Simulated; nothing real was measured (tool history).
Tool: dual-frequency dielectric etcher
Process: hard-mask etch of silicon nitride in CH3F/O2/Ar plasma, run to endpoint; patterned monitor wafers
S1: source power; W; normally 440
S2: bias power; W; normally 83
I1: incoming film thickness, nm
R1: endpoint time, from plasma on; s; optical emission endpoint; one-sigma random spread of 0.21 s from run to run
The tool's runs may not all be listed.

run    hour   S1  S2    I1    R1
  1     0.0  440  76  55.3  70.0
  2    46.0  440  83  55.9  68.8
  3   152.7  440  83  55.7  67.7
      184.6  -- wet clean of the chamber
  4   207.4  440  98  55.8  65.1
  5   268.5  500  83  55.6  66.1
  6   339.7  500  83  56.3  67.1
  7   418.6  440  83  55.8  68.4
  8   494.1  440  83  55.6  67.9
  9   553.9  440  83  55.7  68.1
 10   593.2  440  94  55.4  65.0
      686.1  -- upper electrode replaced
 11   692.9  440  77  55.9  69.6
      720.3  -- wet clean of the chamber
 12   769.6  440  77  55.2  69.7
 13   818.0  440  90  55.9  67.0
 14   917.2  440  90  55.2  65.6
 15   975.6  440  90  55.5  65.8
 16  1048.8  480  76  56.1  68.2
 17  1123.5  440  74  55.4  69.7
 18  1162.1  470  83  55.8  66.3
 19  1199.2  440  83  55.4  67.0
     1260.3  -- wet clean of the chamber
 20  1296.5  360  83  55.0  71.0
 21  1387.7  380  83  55.4  70.1
     1430.0  -- source power generator calibrated
 22  1432.3  400  72  55.4  72.3
 23  1524.5  440  83  54.7  66.2
     1560.0  -- bias power generator calibrated
 24  1561.9  340  89  55.2  70.3

Estimate the outcome of run 25 from the log above:
 25  1635.5  360  83  55.4   ?

For run 25 the tool returned R1 71.2 s.
Minus the tool's unlogged condition, the same run would have read R1 72.0 s.

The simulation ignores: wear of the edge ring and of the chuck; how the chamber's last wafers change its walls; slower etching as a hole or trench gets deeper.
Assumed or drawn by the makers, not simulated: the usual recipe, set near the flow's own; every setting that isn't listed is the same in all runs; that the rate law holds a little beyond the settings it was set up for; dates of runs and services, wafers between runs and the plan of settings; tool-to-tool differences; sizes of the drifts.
